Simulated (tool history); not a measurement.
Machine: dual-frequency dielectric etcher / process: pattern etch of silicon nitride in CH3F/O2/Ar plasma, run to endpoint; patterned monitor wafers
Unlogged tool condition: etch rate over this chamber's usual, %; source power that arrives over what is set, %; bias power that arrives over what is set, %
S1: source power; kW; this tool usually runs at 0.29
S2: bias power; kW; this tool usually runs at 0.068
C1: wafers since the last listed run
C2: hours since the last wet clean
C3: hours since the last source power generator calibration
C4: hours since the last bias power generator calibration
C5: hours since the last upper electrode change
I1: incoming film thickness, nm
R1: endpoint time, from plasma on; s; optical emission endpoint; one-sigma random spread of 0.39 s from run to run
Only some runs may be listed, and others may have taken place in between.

Run 1, day 0: usual settings; C1 0; C2 281.6; C3 641.2; C4 1347.3; C5 2448.8; I1 33.29. Result: R1 55.1 s.
At day 5.058: wet clean of the chamber.
Run 2, day 5.079: usual settings; C1 719; C2 0.5; C3 763.1; C4 1469.2; C5 2570.7; I1 33.42. Result: R1 56.7 s.
Run 3, day 5.958: usual settings; C1 154; C2 21.6; C3 784.2; C4 1490.3; C5 2591.8; I1 33.6. Result: R1 57.1 s.
Run 4, day 9.925: usual settings but S1 0.31 kW; C1 699; C2 116.8; C3 879.4; C4 1585.5; C5 2687; I1 33.22. Result: R1 54.5 s.
Run 5, day 12.121: usual settings but S1 0.31 kW; C1 387; C2 169.5; C3 932.1; C4 1638.2; C5 2739.7; I1 33.4. Result: R1 54.1 s.
Run 6, day 15.642: usual settings; C1 620; C2 254; C3 1016.6; C4 1722.7; C5 2824.2; I1 33.44. Result: R1 55.2 s.
Run 7, day 19.592: usual settings; C1 696; C2 348.8; C3 1111.4; C4 1817.5; C5 2919; I1 33.3. Result: R1 55.5 s.
Run 8, day 23.988: usual settings; C1 774; C2 454.3; C3 1216.9; C4 1923; C5 3024.5; I1 33.26. Result: R1 54.5 s.
At day 25.221: wet clean of the chamber.
Run 9, day 26.975: usual settings; C1 350; C2 42.1; C3 1288.6; C4 1994.7; C5 3096.2; I1 33.22. Result: R1 55.7 s.
Run 10, day 30.962: usual settings; C1 702; C2 137.8; C3 1384.3; C4 2090.4; C5 3191.9; I1 33.37. Result: R1 56 s.
Run 11, day 33.296: usual settings; C1 411; C2 193.8; C3 1440.3; C4 2146.4; C5 3247.9; I1 33.43. Result: R1 55.7 s.
Run 12, day 34.917: usual settings; C1 285; C2 232.7; C3 1479.2; C4 2185.3; C5 3286.8; I1 33.08. Result: R1 55.2 s.
At day 35.762: bias power generator calibrated.
Run 13, day 37.433: usual settings but S1 0.34 kW, S2 0.072 kW; C1 414; C2 293.1; C3 1539.6; C4 40.1; C5 3347.2; I1 33.19. Result: R1 49 s.
Run 14, day 40.104: usual settings but S1 0.34 kW, S2 0.072 kW; C1 470; C2 357.2; C3 1603.7; C4 104.2; C5 3411.3; I1 33.4. Result: R1 50.2 s.

For run 15, what comes out?
At day 42.492: upper electrode replaced.
At day 43.458: wet clean of the chamber.
Run 15, day 44.133: usual settings but S1 0.25 kW, S2 0.082 kW; C1 363; C2 16.2; C3 1700.4; C4 200.9; C5 39.4; I1 33.2. Result: R1 ?.

{"run 15": {"R1": 56.7}}
Without the tool's hidden state the same run would have given R1 57 s.
